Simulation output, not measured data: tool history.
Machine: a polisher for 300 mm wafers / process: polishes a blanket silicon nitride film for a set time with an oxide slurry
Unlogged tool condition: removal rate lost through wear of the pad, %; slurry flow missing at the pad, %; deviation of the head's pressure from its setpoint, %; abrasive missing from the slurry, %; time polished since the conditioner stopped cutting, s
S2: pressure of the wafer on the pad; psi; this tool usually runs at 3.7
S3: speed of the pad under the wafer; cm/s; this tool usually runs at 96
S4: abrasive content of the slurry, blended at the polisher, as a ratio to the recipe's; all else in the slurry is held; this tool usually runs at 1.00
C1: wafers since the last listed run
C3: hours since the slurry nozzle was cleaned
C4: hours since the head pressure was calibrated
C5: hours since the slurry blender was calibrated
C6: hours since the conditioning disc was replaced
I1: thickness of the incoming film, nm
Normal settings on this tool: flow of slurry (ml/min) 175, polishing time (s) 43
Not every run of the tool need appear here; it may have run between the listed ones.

run 1 hour=0.0 | flow_of_slurry_(ml/min)=175 S2=3.7 S3=96 S4=1.00 polishing_time_(s)=43 | C1=0 wafers_polished_on_this_pad=2610 C3=267.8 C4=50.1 C5=479.8 C6=552.7 | I1=526.9 | film_removed_(angstrom)=259
-- hour=32.1 conditioning disc replaced and pad reconditioned
run 2 hour=41.5 | flow_of_slurry_(ml/min)=175 S2=3.7 S3=78 S4=1.00 polishing_time_(s)=43 | C1=247 wafers_polished_on_this_pad=2858 C3=309.3 C4=91.6 C5=521.3 C6=9.4 | I1=533.4 | film_removed_(angstrom)=214
-- hour=60.1 slurry blender recalibrated
run 3 hour=99.1 | flow_of_slurry_(ml/min)=175 S2=3.7 S3=78 S4=1.00 polishing_time_(s)=43 | C1=348 wafers_polished_on_this_pad=3206 C3=366.9 C4=149.2 C5=39.0 C6=67.0 | I1=533.7 | film_removed_(angstrom)=215
-- hour=125.7 worn pad replaced by a new one
run 4 hour=155.2 | flow_of_slurry_(ml/min)=175 S2=3.7 S3=96 S4=1.00 polishing_time_(s)=43 | C1=326 wafers_polished_on_this_pad=184 C3=423.0 C4=205.3 C5=95.1 C6=123.1 | I1=536.7 | film_removed_(angstrom)=249
run 5 hour=204.8 | flow_of_slurry_(ml/min)=175 S2=3.7 S3=96 S4=1.00 polishing_time_(s)=43 | C1=310 wafers_polished_on_this_pad=495 C3=472.6 C4=254.9 C5=144.7 C6=172.7 | I1=531.1 | film_removed_(angstrom)=245
-- hour=230.9 slurry nozzle cleaned
run 6 hour=231.3 | flow_of_slurry_(ml/min)=175 S2=3.7 S3=96 S4=1.00 polishing_time_(s)=36 | C1=159 wafers_polished_on_this_pad=654 C3=0.4 C4=281.4 C5=171.2 C6=199.2 | I1=523.1 | film_removed_(angstrom)=208
run 7 hour=298.4 | flow_of_slurry_(ml/min)=230 S2=3.7 S3=126 S4=0.90 polishing_time_(s)=38 | C1=420 wafers_polished_on_this_pad=1075 C3=67.5 C4=348.5 C5=238.3 C6=266.3 | I1=536.3 | film_removed_(angstrom)=256
run 8 hour=368.4 | flow_of_slurry_(ml/min)=175 S2=3.7 S3=96 S4=1.00 polishing_time_(s)=43 | C1=438 wafers_polished_on_this_pad=1513 C3=137.5 C4=418.5 C5=308.3 C6=336.3 | I1=534.1 | film_removed_(angstrom)=244
run 9 hour=425.2 | flow_of_slurry_(ml/min)=175 S2=3.7 S3=116 S4=0.90 polishing_time_(s)=43 | C1=355 wafers_polished_on_this_pad=1869 C3=194.3 C4=475.3 C5=365.1 C6=393.1 | I1=531.1 | film_removed_(angstrom)=257
-- hour=448.2 head pressure recalibrated
-- hour=469.4 slurry blender recalibrated
run 10 hour=484.5 | flow_of_slurry_(ml/min)=175 S2=3.7 S3=96 S4=1.00 polishing_time_(s)=43 | C1=346 wafers_polished_on_this_pad=2215 C3=253.6 C4=36.3 C5=15.1 C6=452.4 | I1=530.7 | film_removed_(angstrom)=244
run 11 hour=541.5 | flow_of_slurry_(ml/min)=175 S2=3.7 S3=96 S4=1.00 polishing_time_(s)=43 | C1=356 wafers_polished_on_this_pad=2572 C3=310.6 C4=93.3 C5=72.1 C6=509.4 | I1=523.4 | film_removed_(angstrom)=241
-- hour=548.0 conditioning disc replaced and pad reconditioned, repeated, since the last time left the tool worse
-- hour=597.8 worn pad replaced by a new one
run 12 hour=602.6 | flow_of_slurry_(ml/min)=175 S2=3.7 S3=96 S4=1.00 polishing_time_(s)=43 | C1=345 wafers_polished_on_this_pad=30 C3=371.7 C4=154.4 C5=133.2 C6=54.6 | I1=532.3 | film_removed_(angstrom)=269
-- hour=643.0 slurry nozzle cleaned
run 13 hour=665.7 | flow_of_slurry_(ml/min)=175 S2=3.7 S3=96 S4=1.00 polishing_time_(s)=43 | C1=388 wafers_polished_on_this_pad=418 C3=22.7 C4=217.5 C5=196.3 C6=117.7 | I1=535.6 | film_removed_(angstrom)=268
run 14 hour=700.6 | flow_of_slurry_(ml/min)=175 S2=3.3 S3=96 S4=0.75 polishing_time_(s)=43 | C1=218 wafers_polished_on_this_pad=637 C3=57.6 C4=252.4 C5=231.2 C6=152.6 | I1=525.0 | film_removed_(angstrom)=206
run 15 hour=771.0 | flow_of_slurry_(ml/min)=175 S2=4.1 S3=126 S4=1.20 polishing_time_(s)=43 | C1=440 wafers_polished_on_this_pad=1078 C3=128.0 C4=322.8 C5=301.6 C6=223.0 | I1=523.0 | film_removed_(angstrom)=382
run 16 hour=840.9 | flow_of_slurry_(ml/min)=175 S2=3.7 S3=96 S4=1.00 polishing_time_(s)=47 | C1=437 wafers_polished_on_this_pad=1516 C3=197.9 C4=392.7 C5=371.5 C6=292.9 | I1=522.5 | film_removed_(angstrom)=290
run 17 hour=867.0 | flow_of_slurry_(ml/min)=200 S2=3.7 S3=96 S4=1.00 polishing_time_(s)=43 | C1=163 wafers_polished_on_this_pad=1679 C3=224.0 C4=418.8 C5=397.6 C6=319.0 | I1=538.1 | film_removed_(angstrom)=268
run 18 hour=936.8 | flow_of_slurry_(ml/min)=150 S2=3.7 S3=118 S4=1.00 polishing_time_(s)=43 | C1=437 wafers_polished_on_this_pad=2116 C3=293.8 C4=488.6 C5=467.4 C6=388.8 | I1=531.1 | film_removed_(angstrom)=297
-- hour=959.8 slurry blender recalibrated
-- hour=994.8 head pressure recalibrated
-- hour=1005.7 worn pad replaced by a new one
run 19 hour=1006.2 | flow_of_slurry_(ml/min)=205 S2=3.7 S3=96 S4=1.00 polishing_time_(s)=43 | C1=384 wafers_polished_on_this_pad=3 C3=363.2 C4=11.4 C5=46.4 C6=458.2 | I1=521.9 | film_removed_(angstrom)=271
-- hour=1058.7 slurry nozzle cleaned
run 20 hour=1062.9 | flow_of_slurry_(ml/min)=175 S2=3.7 S3=96 S4=1.00 polishing_time_(s)=43 | C1=348 wafers_polished_on_this_pad=351 C3=4.2 C4=68.1 C5=103.1 C6=514.9 | I1=528.0 | film_removed_(angstrom)=258
-- hour=1072.8 conditioning disc replaced and pad reconditioned
run 21 hour=1112.4 | flow_of_slurry_(ml/min)=175 S2=3.7 S3=96 S4=1.00 polishing_time_(s)=43 | C1=297 wafers_polished_on_this_pad=649 C3=53.7 C4=117.6 C5=152.6 C6=39.6 | I1=519.7 | film_removed_(angstrom)=276
run 22 hour=1165.9 | flow_of_slurry_(ml/min)=215 S2=3.7 S3=110 S4=0.80 polishing_time_(s)=43 | C1=335 wafers_polished_on_this_pad=984 C3=107.2 C4=171.1 C5=206.1 C6=93.1 | I1=526.4 | film_removed_(angstrom)=273
run 23 hour=1350.4 | flow_of_slurry_(ml/min)=150 S2=3.7 S3=70 S4=1.20 polishing_time_(s)=29 | C1=1155 wafers_polished_on_this_pad=2139 C3=291.7 C4=355.6 C5=390.6 C6=277.6 | I1=536.5 | film_removed_(angstrom)=146
run 24 hour=1413.4 | flow_of_slurry_(ml/min)=200 S2=3.7 S3=96 S4=1.00 polishing_time_(s)=43 | C1=394 wafers_polished_on_this_pad=2534 C3=354.7 C4=418.6 C5=453.6 C6=340.6 | I1=530.8 | film_removed_(angstrom)=269
-- hour=1420.6 slurry blender recalibrated
run 25 hour=1439.5 | flow_of_slurry_(ml/min)=205 S2=3.7 S3=74 S4=1.00 polishing_time_(s)=49 | C1=150 wafers_polished_on_this_pad=2685 C3=380.8 C4=444.7 C5=18.9 C6=366.7 | I1=541.3 | film_removed_(angstrom)=250
-- hour=1468.0 worn pad replaced by a new one
-- hour=1470.6 head pressure recalibrated
run 26 hour=1504.4 | flow_of_slurry_(ml/min)=175 S2=2.7 S3=106 S4=0.80 polishing_time_(s)=32 | C1=368 wafers_polished_on_this_pad=215 C3=445.7 C4=33.8 C5=83.8 C6=431.6 | I1=526.4 | film_removed_(angstrom)=143

Below are 3 alternative next runs, each starting from the tool's condition after run 26. Predict each:
run A hour=1504.8 | flow_of_slurry_(ml/min)=175 S2=3.7 S3=96 S4=1.00 polishing_time_(s)=43 | C1=2 wafers_polished_on_this_pad=217 C3=446.1 C4=34.2 C5=84.2 C6=432.0 | I1=531.6 | film_removed_(angstrom)=?
run B hour=1504.8 | flow_of_slurry_(ml/min)=220 S2=3.7 S3=96 S4=1.20 polishing_time_(s)=43 | C1=2 wafers_polished_on_this_pad=217 C3=446.1 C4=34.2 C5=84.2 C6=432.0 | I1=531.6 | film_removed_(angstrom)=?
run C hour=1504.8 | flow_of_slurry_(ml/min)=115 S2=3.7 S3=122 S4=1.20 polishing_time_(s)=43 | C1=2 wafers_polished_on_this_pad=217 C3=446.1 C4=34.2 C5=84.2 C6=432.0 | I1=531.6 | film_removed_(angstrom)=?

run=A film_removed_(angstrom)=258
run=B film_removed_(angstrom)=289
run=C film_removed_(angstrom)=314
Without the tool's unlogged condition, the same runs would have read:
run=A film_removed_(angstrom)=271
run=B film_removed_(angstrom)=303
run=C film_removed_(angstrom)=333
